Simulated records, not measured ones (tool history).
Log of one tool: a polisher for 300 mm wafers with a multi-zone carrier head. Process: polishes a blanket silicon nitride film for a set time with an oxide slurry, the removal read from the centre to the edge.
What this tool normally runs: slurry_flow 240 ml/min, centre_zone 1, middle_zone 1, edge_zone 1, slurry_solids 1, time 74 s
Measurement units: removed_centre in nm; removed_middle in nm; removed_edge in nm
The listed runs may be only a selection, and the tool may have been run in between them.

| run | hour | slurry_flow | centre_zone | middle_zone | edge_zone | slurry_solids | time | incoming thickness of the incoming film, nm | removed_centre | removed_middle | removed_edge |
|---|---|---|---|---|---|---|---|---|---|---|---|
| 1 | 0 | 240 | 1 | 1.06 | 1 | 1 | 74 | 380.5 | 40.7 | 41.7 | 41 |
| 2 | 15.4 | 240 | 1 | 1.06 | 1 | 1 | 74 | 382 | 40.1 | 42.5 | 40.4 |
| 3 | 26.7 | 240 | 1 | 1.06 | 1 | 1 | 74 | 382.4 | 40.5 | 42.5 | 40.7 |
| 4 | 43.1 | 240 | 1 | 1 | 1 | 1 | 74 | 378.7 | 40 | 41.1 | 40 |
| 5 | 54.6 | 240 | 1 | 1 | 1 | 1 | 74 | 386.5 | 40 | 39.3 | 40.2 |
| 6 | 68 | 240 | 1 | 1 | 1 | 1 | 82 | 378.5 | 44 | 45.2 | 43.9 |
| 7 | 80 | 240 | 1 | 1 | 1 | 1 | 82 | 379.3 | 43.1 | 43.4 | 44.6 |
| 8 | 92 | 240 | 1 | 1 | 1 | 1 | 82 | 373.1 | 44 | 44.1 | 44.6 |
| 9 | 141.9 | 240 | 1 | 1 | 1 | 1 | 74 | 376.3 | 39.2 | 40.7 | 39.7 |
| 10 | 153.9 | 240 | 1.05 | 1 | 1 | 1 | 66 | 374.6 | 35.9 | 34.5 | 35.4 |
| 11 | 168.9 | 240 | 1.1 | 1 | 1 | 1 | 74 | 374.8 | 42 | 39.8 | 40.3 |
| 12 | 179.8 | 240 | 0.96 | 1 | 1 | 1 | 74 | 379.8 | 38.5 | 40.3 | 39.6 |
| 13 | 194.3 | 160 | 1 | 1.08 | 1 | 1.2 | 74 | 383.8 | 35.4 | 39 | 38.5 |
| 14 | 210.7 | 240 | 1 | 1.09 | 1 | 1.25 | 61 | 381.3 | 38.7 | 40.2 | 37.7 |
| 15 | 218.5 | 265 | 1 | 1 | 1 | 1 | 74 | 378.9 | 44 | 43.7 | 42.9 |
| 16 | 233.2 | 240 | 1 | 1 | 1 | 1 | 74 | 376.2 | 42.7 | 43.7 | 42.3 |
| 17 | 241.5 | 240 | 1 | 1 | 0.89 | 0.7 | 74 | 376.1 | 38.3 | 38.5 | 34.7 |
| 18 | 247.5 | 240 | 1 | 1 | 1 | 1 | 74 | 381.7 | 43.4 | 43 | 42.1 |
| 19 | 258 | 240 | 0.88 | 1 | 0.91 | 0.85 | 90 | 373.4 | 45.3 | 48.8 | 45.7 |

Removed from this log: 6 entries logged between the listed runs. Between which two listed runs does each belong, and how does the tool's hidden state at the listed run before it compare with that at the listed run after it?
Runs 7 to 8: centre zone pressure recalibrated (hour 91.5)
  slurry flow missing at the pad, %: 41.9 -> 42.5
  measured less the result without the state, removed_centre: -5.3 -> -5.5 nm; removed_middle: -4.7 -> -4.8 nm; removed_edge: -3.4 -> -3.5 nm
Runs 8 to 9: worn pad replaced by a new one (hour 102.4); carrier head's membrane replaced by a new one, of another model than before (hour 140.4)
  slurry flow missing at the pad, %: 42.5 -> 44.2
  measured less the result without the state, removed_centre: -5.5 -> -5.3 nm; removed_middle: -4.8 -> -4.8 nm; removed_edge: -3.5 -> -3.4 nm
Runs 12 to 13: edge zone pressure recalibrated (hour 186.9)
  slurry flow missing at the pad, %: 45 -> 45.3
  measured less the result without the state, removed_centre: -5.4 -> -8.2 nm; removed_middle: -5 -> -7.9 nm; removed_edge: -3.5 -> -5.1 nm
Runs 13 to 14: slurry nozzle cleaned (hour 202.6); worn pad replaced by a new one (hour 210.2)
  slurry flow missing at the pad, %: 45.3 -> 10.4
  measured less the result without the state, removed_centre: -8.2 -> -0.7 nm; removed_middle: -7.9 -> -0.6 nm; removed_edge: -5.1 -> -0.4 nm
